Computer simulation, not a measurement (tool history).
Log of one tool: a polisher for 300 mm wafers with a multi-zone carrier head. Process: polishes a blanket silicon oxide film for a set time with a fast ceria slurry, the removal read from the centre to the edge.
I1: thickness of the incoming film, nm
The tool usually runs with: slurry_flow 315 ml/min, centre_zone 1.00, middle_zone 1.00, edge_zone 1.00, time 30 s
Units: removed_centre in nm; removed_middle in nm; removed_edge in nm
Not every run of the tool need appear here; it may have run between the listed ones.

{"run": 1, "day": 0.0, "slurry_flow": 315, "centre_zone": 1.03, "middle_zone": 1.0, "edge_zone": 1.0, "time": 30, "I1": 1500.1, "removed_centre": 500.6, "removed_middle": 501.6, "removed_edge": 495.8}
{"run": 2, "day": 3.454, "slurry_flow": 315, "centre_zone": 1.03, "middle_zone": 1.0, "edge_zone": 1.0, "time": 30, "I1": 1518.1, "removed_centre": 509.5, "removed_middle": 502.6, "removed_edge": 495.4}
{"run": 3, "day": 7.154, "slurry_flow": 315, "centre_zone": 1.03, "middle_zone": 1.0, "edge_zone": 1.0, "time": 30, "I1": 1540.7, "removed_centre": 511.1, "removed_middle": 509.8, "removed_edge": 500.1}
{"day": 8.129, "done": "worn pad replaced by a new one"}
{"run": 4, "day": 9.433, "slurry_flow": 315, "centre_zone": 1.07, "middle_zone": 1.0, "edge_zone": 1.0, "time": 30, "I1": 1498.7, "removed_centre": 528.1, "removed_middle": 507.1, "removed_edge": 502.6}
{"run": 5, "day": 13.75, "slurry_flow": 315, "centre_zone": 1.07, "middle_zone": 1.0, "edge_zone": 1.0, "time": 30, "I1": 1519.9, "removed_centre": 519.0, "removed_middle": 507.3, "removed_edge": 509.7}
{"run": 6, "day": 16.154, "slurry_flow": 340, "centre_zone": 1.0, "middle_zone": 1.0, "edge_zone": 1.0, "time": 30, "I1": 1520.7, "removed_centre": 491.5, "removed_middle": 507.3, "removed_edge": 497.8}
{"run": 7, "day": 20.425, "slurry_flow": 315, "centre_zone": 1.0, "middle_zone": 1.0, "edge_zone": 1.0, "time": 30, "I1": 1500.9, "removed_centre": 489.4, "removed_middle": 504.9, "removed_edge": 500.2}
{"run": 8, "day": 22.2, "slurry_flow": 315, "centre_zone": 1.0, "middle_zone": 1.0, "edge_zone": 1.0, "time": 37, "I1": 1524.1, "removed_centre": 585.8, "removed_middle": 626.6, "removed_edge": 623.7}
{"day": 24.875, "done": "slurry nozzle cleaned"}
{"day": 26.142, "done": "worn pad replaced by a new one"}
{"run": 9, "day": 26.688, "slurry_flow": 315, "centre_zone": 1.0, "middle_zone": 1.0, "edge_zone": 1.0, "time": 37, "I1": 1514.8, "removed_centre": 588.4, "removed_middle": 623.7, "removed_edge": 613.5}
{"run": 10, "day": 28.717, "slurry_flow": 315, "centre_zone": 1.0, "middle_zone": 1.0, "edge_zone": 1.0, "time": 37, "I1": 1532.0, "removed_centre": 583.6, "removed_middle": 620.9, "removed_edge": 605.2}
{"run": 11, "day": 31.05, "slurry_flow": 215, "centre_zone": 1.0, "middle_zone": 1.0, "edge_zone": 1.0, "time": 30, "I1": 1543.0, "removed_centre": 459.6, "removed_middle": 480.7, "removed_edge": 478.0}
{"day": 33.483, "done": "edge zone pressure recalibrated"}
{"run": 12, "day": 34.379, "slurry_flow": 315, "centre_zone": 1.0, "middle_zone": 1.0, "edge_zone": 1.0, "time": 27, "I1": 1493.5, "removed_centre": 419.2, "removed_middle": 456.8, "removed_edge": 452.4}
{"run": 13, "day": 37.112, "slurry_flow": 315, "centre_zone": 1.0, "middle_zone": 1.0, "edge_zone": 1.07, "time": 30, "I1": 1532.1, "removed_centre": 483.2, "removed_middle": 514.6, "removed_edge": 512.7}
{"day": 40.242, "done": "worn pad replaced by a new one"}
{"day": 41.0, "done": "centre zone pressure recalibrated"}
{"run": 14, "day": 49.317, "slurry_flow": 315, "centre_zone": 1.0, "middle_zone": 1.0, "edge_zone": 1.0, "time": 30, "I1": 1528.8, "removed_centre": 443.9, "removed_middle": 506.2, "removed_edge": 505.3}
{"day": 50.792, "done": "slurry nozzle cleaned"}
{"day": 50.854, "done": "carrier head's membrane replaced by a new one"}
{"run": 15, "day": 52.888, "slurry_flow": 315, "centre_zone": 1.03, "middle_zone": 0.9, "edge_zone": 1.0, "time": 21, "I1": 1509.1, "removed_centre": 320.4, "removed_middle": 326.9, "removed_edge": 349.6}
{"day": 56.158, "done": "worn pad replaced by a new one"}
{"run": 16, "day": 57.079, "slurry_flow": 315, "centre_zone": 0.91, "middle_zone": 0.96, "edge_zone": 1.07, "time": 26, "I1": 1516.7, "removed_centre": 347.3, "removed_middle": 426.8, "removed_edge": 450.9}
{"day": 58.392, "done": "centre zone pressure recalibrated, repeated, since the last time left the tool worse"}
{"run": 17, "day": 60.938, "slurry_flow": 315, "centre_zone": 1.0, "middle_zone": 1.0, "edge_zone": 1.0, "time": 30, "I1": 1512.2, "removed_centre": 502.2, "removed_middle": 510.4, "removed_edge": 498.1}
{"day": 72.192, "done": "worn pad replaced by a new one"}
{"run": 18, "day": 74.083, "slurry_flow": 315, "centre_zone": 0.95, "middle_zone": 1.1, "edge_zone": 1.0, "time": 30, "I1": 1531.6, "removed_centre": 461.3, "removed_middle": 556.6, "removed_edge": 508.0}
{"day": 75.392, "done": "slurry nozzle cleaned"}
{"run": 19, "day": 78.117, "slurry_flow": 315, "centre_zone": 1.0, "middle_zone": 1.07, "edge_zone": 1.0, "time": 30, "I1": 1512.5, "removed_centre": 504.6, "removed_middle": 533.5, "removed_edge": 499.2}
{"run": 20, "day": 79.85, "slurry_flow": 315, "centre_zone": 1.0, "middle_zone": 1.09, "edge_zone": 1.0, "time": 30, "I1": 1496.6, "removed_centre": 473.1, "removed_middle": 540.7, "removed_edge": 496.5}

Hidden state or all else? Some run-to-run changes of removed_centre, split into what the settings, what came in and random variation would give without the hidden state, and what is left for the hidden state (with any gauge scatter that isn't in both results):
What the log doesn't record here: removal rate lost through wear of the pad, %; slurry flow missing at the pad, %; deviation of the centre zone's pressure from its setpoint, %; deviation of the edge zone's pressure from its setpoint, %.
Run 10 -> 11: slurry_flow 315 -> 215, time 37 -> 30. removed_centre -124.0 nm: hidden state +7.6, all else -131.6.
Run 13 -> 14: edge_zone 1.07 -> 1.00, worn pad replaced by a new one, centre zone pressure recalibrated. removed_centre -39.3 nm: hidden state -39.3, all else +0.0.
Run 16 -> 17: centre_zone 0.91 -> 1.00, middle_zone 0.96 -> 1.00, edge_zone 1.07 -> 1.00, time 26 -> 30, centre zone pressure recalibrated, repeated, since the last time left the tool worse. removed_centre +154.9 nm: hidden state +59.9, all else +95.0.
